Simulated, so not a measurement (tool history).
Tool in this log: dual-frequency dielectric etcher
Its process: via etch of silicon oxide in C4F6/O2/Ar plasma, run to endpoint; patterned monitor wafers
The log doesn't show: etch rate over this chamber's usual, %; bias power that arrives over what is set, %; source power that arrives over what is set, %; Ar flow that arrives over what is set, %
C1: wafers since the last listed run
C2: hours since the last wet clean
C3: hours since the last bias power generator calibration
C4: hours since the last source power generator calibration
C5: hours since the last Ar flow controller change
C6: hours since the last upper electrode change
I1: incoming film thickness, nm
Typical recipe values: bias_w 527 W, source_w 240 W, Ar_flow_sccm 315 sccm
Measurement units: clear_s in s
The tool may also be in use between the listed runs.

{"run": 1, "day": 0.0, "bias_w": 591, "source_w": 240, "Ar_flow_sccm": 358, "C1": 0, "C2": 342.5, "C3": 3425.4, "C4": 3427.1, "C5": 1600.8, "C6": 5774.2, "I1": 121, "clear_s": 30.4}
{"run": 2, "day": 1.488, "bias_w": 591, "source_w": 240, "Ar_flow_sccm": 358, "C1": 530, "C2": 378.2, "C3": 3461.1, "C4": 3462.8, "C5": 1636.5, "C6": 5809.9, "I1": 122.2, "clear_s": 30.5}
{"day": 2.967, "done": "wet clean of the chamber"}
{"run": 3, "day": 4.371, "bias_w": 527, "source_w": 260, "Ar_flow_sccm": 315, "C1": 671, "C2": 33.7, "C3": 3530.3, "C4": 3532, "C5": 1705.7, "C6": 5879.1, "I1": 124.4, "clear_s": 30.7}
{"run": 4, "day": 6.417, "bias_w": 527, "source_w": 240, "Ar_flow_sccm": 315, "C1": 729, "C2": 82.8, "C3": 3579.4, "C4": 3581.1, "C5": 1754.8, "C6": 5928.2, "I1": 123.3, "clear_s": 31.4}
{"run": 5, "day": 8.858, "bias_w": 527, "source_w": 240, "Ar_flow_sccm": 315, "C1": 870, "C2": 141.4, "C3": 3638, "C4": 3639.7, "C5": 1813.4, "C6": 5986.8, "I1": 124.3, "clear_s": 31.6}
{"run": 6, "day": 10.646, "bias_w": 527, "source_w": 240, "Ar_flow_sccm": 315, "C1": 637, "C2": 184.3, "C3": 3680.9, "C4": 3682.6, "C5": 1856.3, "C6": 6029.7, "I1": 121.8, "clear_s": 31}
{"day": 13.8, "done": "source power generator calibrated"}
{"run": 7, "day": 16.95, "bias_w": 527, "source_w": 240, "Ar_flow_sccm": 315, "C1": 2188, "C2": 335.6, "C3": 3832.2, "C4": 75.6, "C5": 2007.6, "C6": 6181, "I1": 122.4, "clear_s": 31.4}
{"run": 8, "day": 18.808, "bias_w": 527, "source_w": 240, "Ar_flow_sccm": 315, "C1": 662, "C2": 380.2, "C3": 3876.8, "C4": 120.2, "C5": 2052.2, "C6": 6225.6, "I1": 123.8, "clear_s": 31.7}
{"day": 21.342, "done": "bias power generator calibrated"}
{"day": 21.675, "done": "Ar flow controller replaced"}
{"day": 22.25, "done": "wet clean of the chamber"}
{"run": 9, "day": 22.271, "bias_w": 527, "source_w": 240, "Ar_flow_sccm": 315, "C1": 880, "C2": 0.5, "C3": 22.3, "C4": 203.3, "C5": 14.3, "C6": 6308.7, "I1": 122.8, "clear_s": 31.1}
{"run": 10, "day": 22.9, "bias_w": 589, "source_w": 210, "Ar_flow_sccm": 315, "C1": 224, "C2": 15.6, "C3": 37.4, "C4": 218.4, "C5": 29.4, "C6": 6323.8, "I1": 122.8, "clear_s": 31.5}
{"run": 11, "day": 24.462, "bias_w": 527, "source_w": 240, "Ar_flow_sccm": 315, "C1": 557, "C2": 53.1, "C3": 74.9, "C4": 255.9, "C5": 66.9, "C6": 6361.3, "I1": 123.2, "clear_s": 31.2}
{"run": 12, "day": 27.3, "bias_w": 527, "source_w": 240, "Ar_flow_sccm": 292, "C1": 1011, "C2": 121.2, "C3": 143, "C4": 324, "C5": 135, "C6": 6429.4, "I1": 121.9, "clear_s": 30.9}
{"day": 29.192, "done": "upper electrode replaced"}
{"run": 13, "day": 30.092, "bias_w": 645, "source_w": 240, "Ar_flow_sccm": 315, "C1": 638, "C2": 188.2, "C3": 210, "C4": 391, "C5": 202, "C6": 21.6, "I1": 124, "clear_s": 29.5}
{"run": 14, "day": 31.304, "bias_w": 458, "source_w": 270, "Ar_flow_sccm": 342, "C1": 432, "C2": 217.3, "C3": 239.1, "C4": 420.1, "C5": 231.1, "C6": 50.7, "I1": 123, "clear_s": 31.9}
{"run": 15, "day": 33.125, "bias_w": 527, "source_w": 190, "Ar_flow_sccm": 315, "C1": 649, "C2": 261, "C3": 282.8, "C4": 463.8, "C5": 274.8, "C6": 94.4, "I1": 123.4, "clear_s": 34.7}
{"run": 16, "day": 34.196, "bias_w": 527, "source_w": 240, "Ar_flow_sccm": 315, "C1": 381, "C2": 286.7, "C3": 308.5, "C4": 489.5, "C5": 300.5, "C6": 120.1, "I1": 123.7, "clear_s": 31.6}
{"run": 17, "day": 35.879, "bias_w": 600, "source_w": 240, "Ar_flow_sccm": 346, "C1": 600, "C2": 327.1, "C3": 348.9, "C4": 529.9, "C5": 340.9, "C6": 160.5, "I1": 124, "clear_s": 30.7}
{"run": 18, "day": 38.875, "bias_w": 591, "source_w": 240, "Ar_flow_sccm": 358, "C1": 1068, "C2": 399, "C3": 420.8, "C4": 601.8, "C5": 412.8, "C6": 232.4, "I1": 123.4, "clear_s": 31}

What does the tool deliver on the next run?
{"day": 40.317, "done": "wet clean of the chamber"}
{"run": 19, "day": 40.354, "bias_w": 606, "source_w": 220, "Ar_flow_sccm": 367, "C1": 170, "C2": 0.9, "C3": 456.3, "C4": 637.3, "C5": 448.3, "C6": 267.9, "I1": 123.1, "clear_s": "?"}

Run 19 measured clear_s 31.3 s.
The same run, on a tool lacking any hidden state, would have yielded clear_s 31.3 s.
